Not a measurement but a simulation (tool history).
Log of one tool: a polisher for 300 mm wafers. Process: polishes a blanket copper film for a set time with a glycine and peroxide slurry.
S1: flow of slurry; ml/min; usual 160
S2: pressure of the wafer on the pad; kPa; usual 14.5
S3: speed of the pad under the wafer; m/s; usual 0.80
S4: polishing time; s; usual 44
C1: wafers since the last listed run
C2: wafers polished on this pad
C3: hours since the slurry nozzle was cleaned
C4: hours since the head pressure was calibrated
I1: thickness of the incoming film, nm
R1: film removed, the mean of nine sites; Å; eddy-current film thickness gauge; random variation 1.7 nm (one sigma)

run 1 day=0.000 | S1=160 S2=14.5 S3=0.80 S4=44 | C1=0 C2=577 C3=338.5 C4=496.1 | I1=1439.3 | R1=1755
-- day=0.325 worn pad replaced by a new one
run 2 day=0.550 | S1=160 S2=14.5 S3=0.80 S4=44 | C1=74 C2=43 C3=351.7 C4=509.3 | I1=1424.9 | R1=1790
run 3 day=0.962 | S1=160 S2=14.5 S3=0.80 S4=44 | C1=80 C2=124 C3=361.6 C4=519.2 | I1=1444.5 | R1=1762
run 4 day=1.388 | S1=160 S2=14.5 S3=0.80 S4=44 | C1=82 C2=206 C3=371.8 C4=529.4 | I1=1453.4 | R1=1754
run 5 day=1.800 | S1=120 S2=14.5 S3=0.80 S4=44 | C1=80 C2=286 C3=381.7 C4=539.3 | I1=1461.3 | R1=1611
run 6 day=2.196 | S1=120 S2=14.5 S3=0.80 S4=44 | C1=76 C2=363 C3=391.2 C4=548.8 | I1=1433.9 | R1=1628
run 7 day=2.558 | S1=120 S2=14.5 S3=0.80 S4=44 | C1=70 C2=434 C3=399.9 C4=557.5 | I1=1454.7 | R1=1598
-- day=3.229 worn pad replaced by a new one
-- day=3.296 head pressure recalibrated
run 8 day=3.317 | S1=140 S2=14.5 S3=0.80 S4=44 | C1=101 C2=3 C3=418.1 C4=0.5 | I1=1429.9 | R1=1683
run 9 day=3.500 | S1=160 S2=14.5 S3=1.06 S4=34 | C1=35 C2=39 C3=422.5 C4=4.9 | I1=1430.5 | R1=1667
run 10 day=4.138 | S1=215 S2=14.5 S3=0.58 S4=40 | C1=123 C2=163 C3=437.8 C4=20.2 | I1=1437.2 | R1=1360
run 11 day=4.654 | S1=215 S2=14.5 S3=0.58 S4=40 | C1=100 C2=263 C3=450.2 C4=32.6 | I1=1463.0 | R1=1371
-- day=5.071 slurry nozzle cleaned
run 12 day=5.229 | S1=160 S2=14.5 S3=1.00 S4=53 | C1=103 C2=367 C3=3.8 C4=46.4 | I1=1434.8 | R1=2275
run 13 day=5.512 | S1=160 S2=14.5 S3=0.80 S4=44 | C1=55 C2=422 C3=10.6 C4=53.2 | I1=1449.4 | R1=1598
-- day=6.142 worn pad replaced by a new one
run 14 day=6.162 | S1=160 S2=11.7 S3=0.58 S4=44 | C1=93 C2=3 C3=26.2 C4=68.8 | I1=1462.7 | R1=1087
run 15 day=6.600 | S1=125 S2=14.5 S3=0.98 S4=44 | C1=85 C2=88 C3=36.7 C4=79.3 | I1=1441.2 | R1=1614
-- day=6.888 slurry nozzle cleaned, repeated, since the last time left the tool worse
run 16 day=7.333 | S1=125 S2=14.5 S3=0.98 S4=44 | C1=134 C2=223 C3=10.7 C4=96.9 | I1=1421.2 | R1=2047

Forecast each of these 4 alternatives for the next run:
run A day=7.350 | S1=160 S2=14.5 S3=0.80 S4=44 | C1=3 C2=226 C3=11.1 C4=97.3 | I1=1450.5 | R1=?
run B day=7.350 | S1=160 S2=14.5 S3=0.80 S4=36 | C1=3 C2=226 C3=11.1 C4=97.3 | I1=1450.5 | R1=?
run C day=7.350 | S1=160 S2=14.5 S3=0.90 S4=32 | C1=3 C2=226 C3=11.1 C4=97.3 | I1=1450.5 | R1=?
run D day=7.350 | S1=160 S2=16.5 S3=0.54 S4=55 | C1=3 C2=226 C3=11.1 C4=97.3 | I1=1450.5 | R1=?

run=A R1=1867
run=B R1=1528
run=C R1=1478
run=D R1=1967
Without the tool's hidden state the same runs would have given:
run=A R1=1885
run=B R1=1542
run=C R1=1492
run=D R1=1985
